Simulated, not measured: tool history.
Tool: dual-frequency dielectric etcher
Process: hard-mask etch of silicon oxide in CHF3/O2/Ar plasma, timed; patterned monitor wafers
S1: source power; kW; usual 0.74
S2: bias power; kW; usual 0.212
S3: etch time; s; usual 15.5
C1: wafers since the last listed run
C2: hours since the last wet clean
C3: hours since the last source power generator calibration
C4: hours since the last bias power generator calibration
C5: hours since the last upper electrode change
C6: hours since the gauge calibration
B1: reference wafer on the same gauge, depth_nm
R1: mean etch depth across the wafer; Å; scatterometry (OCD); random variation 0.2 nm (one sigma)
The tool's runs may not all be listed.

run,hour,S1,S2,S3,C1,C2,C3,C4,C5,C6,B1,R1
1,0,0.74,0.212,15.5,0,151.8,1530.8,1953.2,5556.8,541.3,41.7,355.3
2,29.4,0.74,0.212,15.5,667,181.2,1560.2,1982.6,5586.2,570.7,41.68,356.8
3,50.7,0.74,0.212,15.5,483,202.5,1581.5,2003.9,5607.5,592,41.78,353.8
4,68.3,0.74,0.212,15.5,399,220.1,1599.1,2021.5,5625.1,609.6,41.76,361.4
5,90.3,0.74,0.212,15.5,499,242.1,1621.1,2043.5,5647.1,631.6,41.68,356.6
6,102.3,0.74,0.212,15.5,272,254.1,1633.1,2055.5,5659.1,643.6,41.78,358.3
7,114.8,0.74,0.212,15.5,283,266.6,1645.6,2068,5671.6,656.1,41.72,357.2
8,139.6,0.74,0.212,15.5,563,291.4,1670.4,2092.8,5696.4,680.9,41.77,358
9,151.9,0.74,0.212,15.5,279,303.7,1682.7,2105.1,5708.7,693.2,41.78,357.3
10,176.9,0.74,0.212,15.5,567,328.7,1707.7,2130.1,5733.7,718.2,41.78,361.2
11,204.4,0.74,0.246,15.5,624,356.2,1735.2,2157.6,5761.2,745.7,41.73,371.5
12,235.2,0.74,0.212,15.5,699,387,1766,2188.4,5792,776.5,41.71,360.7
# hour 244.4: gauge calibrated
# hour 258.6: source power generator calibrated
13,259.1,0.74,0.212,15.5,451,410.9,0.5,2212.3,5815.9,14.7,41.64,364.3
14,281.5,0.6,0.212,15.5,508,433.3,22.9,2234.7,5838.3,37.1,41.63,316.2
15,317.2,0.6,0.212,15.5,810,469,58.6,2270.4,5874,72.8,41.7,314.4
16,345.2,0.86,0.252,16.5,635,497,86.6,2298.4,5902,100.8,41.68,435
# hour 374.1: upper electrode replaced
17,374.6,0.62,0.256,14,122,526.4,116,2327.8,0.5,130.2,41.78,307.1
18,399.2,0.64,0.212,15.5,558,551,140.6,2352.4,25.1,154.8,41.68,335.5
# hour 407.9: bias power generator calibrated
19,427.7,0.74,0.212,17,556,579.5,169.1,19.8,53.6,183.3,41.68,397
# hour 463.2: wet clean of the chamber
20,463.7,0.63,0.176,19.5,272,0.5,205.1,55.8,89.6,219.3,41.69,385.5
21,484.2,0.74,0.212,15.5,465,21,225.6,76.3,110.1,239.8,41.7,354
22,511.7,0.74,0.189,12.5,624,48.5,253.1,103.8,137.6,267.3,41.67,280.6
23,545.3,0.83,0.231,11,762,82.1,286.7,137.4,171.2,300.9,41.57,275.4
24,563.4,0.68,0.233,20,411,100.2,304.8,155.5,189.3,319,41.7,447.7
25,578.7,0.63,0.261,20,347,115.5,320.1,170.8,204.6,334.3,41.72,431.8
26,596.7,0.74,0.252,15.5,408,133.5,338.1,188.8,222.6,352.3,41.67,373
27,613.8,0.74,0.252,19,388,150.6,355.2,205.9,239.7,369.4,41.79,457.2
28,626.6,0.68,0.233,20,290,163.4,368,218.7,252.5,382.2,41.79,444.3
29,654.7,0.74,0.212,15.5,638,191.5,396.1,246.8,280.6,410.3,41.66,358.4
30,671.9,0.89,0.212,13,390,208.7,413.3,264,297.8,427.5,41.77,336.1
31,695.9,0.74,0.212,15.5,544,232.7,437.3,288,321.8,451.5,41.7,360.1

List, for all runs, the conditions of the tool that the log does not record:
source power that arrives over what is set, %: 0, the same for each run
bias power that arrives over what is set, %: 0, the same for each run
gauge reads high (%): 0, the same for each run
H1: etch rate over this chamber's usual, %
run,H1
1,0.785
2,1.02
3,1.19
4,1.33
5,1.51
6,1.61
7,1.71
8,1.9
9,2
10,2.2
11,2.42
12,2.67
13,2.86
14,3.04
15,3.33
16,3.55
17,3.79
18,3.99
19,4.21
20,0.429
21,0.593
22,0.813
23,1.08
24,1.23
25,1.35
26,1.49
27,1.63
28,1.73
29,1.96
30,2.1
31,2.29
